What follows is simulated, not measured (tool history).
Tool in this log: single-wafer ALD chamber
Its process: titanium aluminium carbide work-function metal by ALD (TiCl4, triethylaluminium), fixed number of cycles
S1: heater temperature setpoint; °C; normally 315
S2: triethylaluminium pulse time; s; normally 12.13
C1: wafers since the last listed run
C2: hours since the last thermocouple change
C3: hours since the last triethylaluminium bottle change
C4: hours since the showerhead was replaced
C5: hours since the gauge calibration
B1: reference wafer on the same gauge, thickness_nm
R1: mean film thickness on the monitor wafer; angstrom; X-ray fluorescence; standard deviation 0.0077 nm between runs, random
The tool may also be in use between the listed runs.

Run 1, day 0.000: usual settings but S2 13.62 s; C1 0; C2 1277.9; C3 305.3; C4 7673.4; C5 133.1; B1 2.378. Result: R1 22.50 angstrom.
Run 2, day 1.321: usual settings but S1 323 °C; C1 384; C2 1309.6; C3 337.0; C4 7705.1; C5 164.8; B1 2.380. Result: R1 22.91 angstrom.
Run 3, day 2.104: usual settings but S1 323 °C; C1 228; C2 1328.4; C3 355.8; C4 7723.9; C5 183.6; B1 2.379. Result: R1 22.83 angstrom.
Run 4, day 2.792: usual settings; C1 200; C2 1344.9; C3 372.3; C4 7740.4; C5 200.1; B1 2.381. Result: R1 22.19 angstrom.
Run 5, day 4.054: usual settings but S1 326 °C; C1 367; C2 1375.2; C3 402.6; C4 7770.7; C5 230.4; B1 2.379. Result: R1 23.17 angstrom.
Run 6, day 5.188: usual settings; C1 329; C2 1402.4; C3 429.8; C4 7797.9; C5 257.6; B1 2.383. Result: R1 22.14 angstrom.
Run 7, day 5.842: usual settings but S1 306 °C; C1 190; C2 1418.1; C3 445.5; C4 7813.6; C5 273.3; B1 2.378. Result: R1 21.42 angstrom.
Run 8, day 6.442: usual settings but S1 306 °C; C1 174; C2 1432.5; C3 459.9; C4 7828.0; C5 287.7; B1 2.382. Result: R1 21.37 angstrom.
At day 7.479: showerhead replaced.
Run 9, day 7.796: usual settings; C1 297; C2 1465.0; C3 492.4; C4 7.6; C5 320.2; B1 2.380. Result: R1 22.02 angstrom.
Run 10, day 8.979: usual settings but S1 321 °C; C1 344; C2 1493.4; C3 520.8; C4 36.0; C5 348.6; B1 2.382. Result: R1 22.47 angstrom.
Run 11, day 10.200: usual settings; C1 355; C2 1522.7; C3 550.1; C4 65.3; C5 377.9; B1 2.381. Result: R1 22.17 angstrom.
Run 12, day 11.321: usual settings but S1 319 °C, S2 8.77 s; C1 326; C2 1549.6; C3 577.0; C4 92.2; C5 404.8; B1 2.381. Result: R1 21.70 angstrom.
Run 13, day 11.992: usual settings; C1 195; C2 1565.7; C3 593.1; C4 108.3; C5 420.9; B1 2.379. Result: R1 22.07 angstrom.
Run 14, day 13.488: usual settings; C1 435; C2 1601.6; C3 629.0; C4 144.2; C5 456.8; B1 2.379. Result: R1 22.04 angstrom.
At day 13.946: thermocouple changed; heater temperature recalibrated.
Run 15, day 14.183: usual settings but S1 304 °C, S2 13.99 s; C1 105; C2 5.7; C3 645.7; C4 160.9; C5 473.5; B1 2.381. Result: R1 21.41 angstrom.
At day 14.250: gauge calibrated.
At day 14.633: triethylaluminium bottle replaced.
Run 16, day 15.408: usual settings but S1 306 °C, S2 10.12 s; C1 259; C2 35.1; C3 18.6; C4 190.3; C5 27.8; B1 2.381. Result: R1 21.73 angstrom.
Run 17, day 16.842: usual settings but S2 15.61 s; C1 417; C2 69.5; C3 53.0; C4 224.7; C5 62.2; B1 2.380. Result: R1 22.78 angstrom.
Run 18, day 17.562: usual settings but S1 319 °C, S2 7.42 s; C1 209; C2 86.8; C3 70.3; C4 242.0; C5 79.5; B1 2.381. Result: R1 22.05 angstrom.
Run 19, day 18.754: usual settings but S1 302 °C, S2 8.49 s; C1 346; C2 115.4; C3 98.9; C4 270.6; C5 108.1; B1 2.381. Result: R1 20.85 angstrom.

4 ways to go on from here, each from the tool as it stands after run 19. What would each give?
Run A, day 18.771: usual settings; C1 4; C2 115.8; C3 99.3; C4 271.0; C5 108.5; B1 ?. Result: R1 ?.
Run B, day 18.771: usual settings but S1 303 °C, S2 16.64 s; C1 4; C2 115.8; C3 99.3; C4 271.0; C5 108.5; B1 ?. Result: R1 ?.
Run C, day 18.771: usual settings but S1 311 °C, S2 8.69 s; C1 4; C2 115.8; C3 99.3; C4 271.0; C5 108.5; B1 ?. Result: R1 ?.
Run D, day 18.771: usual settings but S1 321 °C, S2 14.31 s; C1 4; C2 115.8; C3 99.3; C4 271.0; C5 108.5; B1 ?. Result: R1 ?.

run     B1     R1
  A  2.382  22.45
  B  2.382  21.80
  C  2.382  21.55
  D  2.382  23.15
The same runs, with their run-to-run variation unchanged, on a tool lacking any hidden condition would have given:
run     R1
  A  22.67
  B  21.90
  C  21.93
  D  23.31
